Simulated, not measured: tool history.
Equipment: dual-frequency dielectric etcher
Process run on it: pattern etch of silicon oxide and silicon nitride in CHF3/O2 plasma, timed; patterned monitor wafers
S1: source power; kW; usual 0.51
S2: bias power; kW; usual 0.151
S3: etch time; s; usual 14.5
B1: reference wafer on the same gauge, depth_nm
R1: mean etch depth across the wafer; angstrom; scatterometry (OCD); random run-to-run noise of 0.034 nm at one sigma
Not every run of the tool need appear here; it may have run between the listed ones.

run 1 hour=0 | S1=0.43 S2=0.151 S3=14.5 | B1=21.49 | R1=168.4
run 2 hour=34 | S1=0.58 S2=0.151 S3=14.5 | B1=21.5 | R1=193.6
run 3 hour=59.5 | S1=0.58 S2=0.151 S3=14.5 | B1=21.5 | R1=192.3
-- hour=94.4 upper electrode replaced
run 4 hour=94.9 | S1=0.58 S2=0.151 S3=14.5 | B1=21.5 | R1=192.5
run 5 hour=121.9 | S1=0.51 S2=0.151 S3=14.5 | B1=21.49 | R1=181.5
run 6 hour=149.9 | S1=0.51 S2=0.151 S3=14.5 | B1=21.51 | R1=181.2
run 7 hour=181.6 | S1=0.51 S2=0.151 S3=14.5 | B1=21.5 | R1=181.1
run 8 hour=207.9 | S1=0.51 S2=0.151 S3=14.5 | B1=21.5 | R1=181.5
run 9 hour=223.9 | S1=0.51 S2=0.151 S3=13.5 | B1=21.49 | R1=168.5
-- hour=242.6 gauge calibrated
run 10 hour=244.8 | S1=0.43 S2=0.151 S3=11.5 | B1=21.49 | R1=132.8
run 11 hour=328.5 | S1=0.57 S2=0.187 S3=16.5 | B1=21.5 | R1=227.8
-- hour=372.1 wet clean of the chamber
-- hour=397.3 bias power generator calibrated
run 12 hour=400.6 | S1=0.51 S2=0.151 S3=14.5 | B1=21.5 | R1=182.9
run 13 hour=413.8 | S1=0.51 S2=0.151 S3=14.5 | B1=21.49 | R1=183.9
run 14 hour=437.7 | S1=0.51 S2=0.175 S3=14.5 | B1=21.5 | R1=190.8
-- hour=458.1 source power generator calibrated
run 15 hour=472.3 | S1=0.39 S2=0.121 S3=14.5 | B1=21.5 | R1=154.1
run 16 hour=503.9 | S1=0.51 S2=0.151 S3=14.5 | B1=21.5 | R1=183.6
run 17 hour=537.2 | S1=0.61 S2=0.123 S3=14.5 | B1=21.51 | R1=189.9
run 18 hour=550.4 | S1=0.45 S2=0.135 S3=17.5 | B1=21.5 | R1=203.1
run 19 hour=567.1 | S1=0.39 S2=0.165 S3=16 | B1=21.5 | R1=182.4
run 20 hour=599.8 | S1=0.61 S2=0.151 S3=14.5 | B1=21.49 | R1=198.2
run 21 hour=697.7 | S1=0.61 S2=0.123 S3=14.5 | B1=21.5 | R1=189.7
run 22 hour=722.7 | S1=0.38 S2=0.151 S3=11 | B1=21.5 | R1=120.8
run 23 hour=755.4 | S1=0.56 S2=0.126 S3=19 | B1=21.49 | R1=240.4
run 24 hour=783.1 | S1=0.39 S2=0.151 S3=13 | B1=21.5 | R1=144.5
run 25 hour=800.7 | S1=0.44 S2=0.151 S3=14.5 | B1=21.51 | R1=170.7
run 26 hour=836.4 | S1=0.51 S2=0.151 S3=14.5 | B1=21.52 | R1=182.9
run 27 hour=850.5 | S1=0.51 S2=0.151 S3=13.5 | B1=21.49 | R1=169.7

For run 28, what comes out?
run 28 hour=863.2 | S1=0.51 S2=0.169 S3=14.5 | B1=? | R1=?

For run 28 the tool returned B1 21.52, R1 188 angstrom.
Without the tool's hidden state the same run would have given R1 190 angstrom.
